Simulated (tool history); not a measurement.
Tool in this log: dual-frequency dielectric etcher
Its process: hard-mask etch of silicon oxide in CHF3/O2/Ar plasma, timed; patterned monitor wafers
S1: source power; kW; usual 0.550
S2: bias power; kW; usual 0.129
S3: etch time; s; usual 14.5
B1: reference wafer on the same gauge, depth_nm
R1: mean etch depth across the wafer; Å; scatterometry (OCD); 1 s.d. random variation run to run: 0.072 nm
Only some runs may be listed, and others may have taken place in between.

| run | hour | S1 | S2 | S3 | B1 | R1 |
|---|---|---|---|---|---|---|
| 1 | 0.0 | 0.550 | 0.129 | 13.5 | 26.39 | 211.3 |
| 2 | 87.7 | 0.550 | 0.129 | 13.5 | 26.41 | 209.5 |
| 3 | 142.9 | 0.550 | 0.129 | 14.5 | 26.41 | 224.1 |
|  | 219.9 | wet clean of the chamber |
| 4 | 240.9 | 0.550 | 0.129 | 16.0 | 26.41 | 254.0 |
| 5 | 347.4 | 0.550 | 0.129 | 16.0 | 26.43 | 252.4 |
| 6 | 427.3 | 0.550 | 0.129 | 14.5 | 26.38 | 227.2 |
|  | 693.7 | upper electrode replaced |
| 7 | 731.7 | 0.550 | 0.129 | 14.5 | 26.39 | 224.8 |
|  | 766.2 | wet clean of the chamber |
| 8 | 798.0 | 0.550 | 0.129 | 14.5 | 26.42 | 229.7 |
| 9 | 904.7 | 0.550 | 0.129 | 14.5 | 26.43 | 228.5 |
| 10 | 955.0 | 0.550 | 0.129 | 14.5 | 26.40 | 228.9 |
| 11 | 1040.4 | 0.550 | 0.129 | 14.5 | 26.38 | 226.0 |
| 12 | 1107.7 | 0.550 | 0.129 | 14.5 | 26.43 | 225.7 |
| 13 | 1147.5 | 0.550 | 0.129 | 12.5 | 26.37 | 194.4 |
| 14 | 1235.8 | 0.550 | 0.129 | 12.5 | 26.40 | 194.5 |
|  | 1316.3 | wet clean of the chamber |
| 15 | 1316.8 | 0.600 | 0.129 | 14.5 | 26.41 | 241.1 |
|  | 1319.9 | gauge calibrated |
| 16 | 1358.7 | 0.490 | 0.129 | 14.5 | 26.41 | 220.8 |
| 17 | 1438.4 | 0.550 | 0.129 | 19.0 | 26.41 | 301.3 |
|  | 1458.7 | source power generator calibrated |
|  | 1471.4 | bias power generator calibrated |
| 18 | 1539.0 | 0.550 | 0.129 | 14.5 | 26.40 | 224.4 |
| 19 | 1603.1 | 0.550 | 0.129 | 14.5 | 26.39 | 224.4 |
| 20 | 1688.6 | 0.550 | 0.105 | 14.5 | 26.41 | 215.6 |
| 21 | 1748.4 | 0.440 | 0.152 | 14.5 | 26.43 | 211.1 |
| 22 | 1786.7 | 0.550 | 0.129 | 14.5 | 26.42 | 222.9 |
|  | 1820.6 | wet clean of the chamber |
| 23 | 1874.6 | 0.550 | 0.102 | 12.5 | 26.39 | 186.7 |
| 24 | 1916.3 | 0.550 | 0.129 | 14.5 | 26.39 | 227.4 |
| 25 | 1998.0 | 0.550 | 0.129 | 14.5 | 26.39 | 226.9 |
| 26 | 2039.4 | 0.430 | 0.152 | 11.5 | 26.40 | 168.3 |
| 27 | 2096.2 | 0.620 | 0.139 | 15.5 | 26.42 | 258.3 |
| 28 | 2159.6 | 0.690 | 0.147 | 19.0 | 26.38 | 335.7 |
|  | 2283.2 | wet clean of the chamber |
| 29 | 2283.7 | 0.550 | 0.114 | 14.5 | 26.38 | 224.9 |
| 30 | 2352.5 | 0.630 | 0.129 | 14.5 | 26.41 | 240.8 |

Alternative continuations, all from the tool just after run 30; predict every row:
| A | 2352.9 | 0.550 | 0.109 | 14.5 | ? | ? |
| B | 2352.9 | 0.410 | 0.105 | 16.0 | ? | ? |
| C | 2352.9 | 0.430 | 0.129 | 13.0 | ? | ? |

| run | B1 | R1 |
|---|---|---|
| A | 26.39 | 220.2 |
| B | 26.39 | 211.9 |
| C | 26.39 | 183.7 |
With the hidden condition removed and each run's random variation left untouched, the same runs would have given:
| run | R1 |
|---|---|
| A | 218.1 |
| B | 209.9 |
| C | 182.0 |

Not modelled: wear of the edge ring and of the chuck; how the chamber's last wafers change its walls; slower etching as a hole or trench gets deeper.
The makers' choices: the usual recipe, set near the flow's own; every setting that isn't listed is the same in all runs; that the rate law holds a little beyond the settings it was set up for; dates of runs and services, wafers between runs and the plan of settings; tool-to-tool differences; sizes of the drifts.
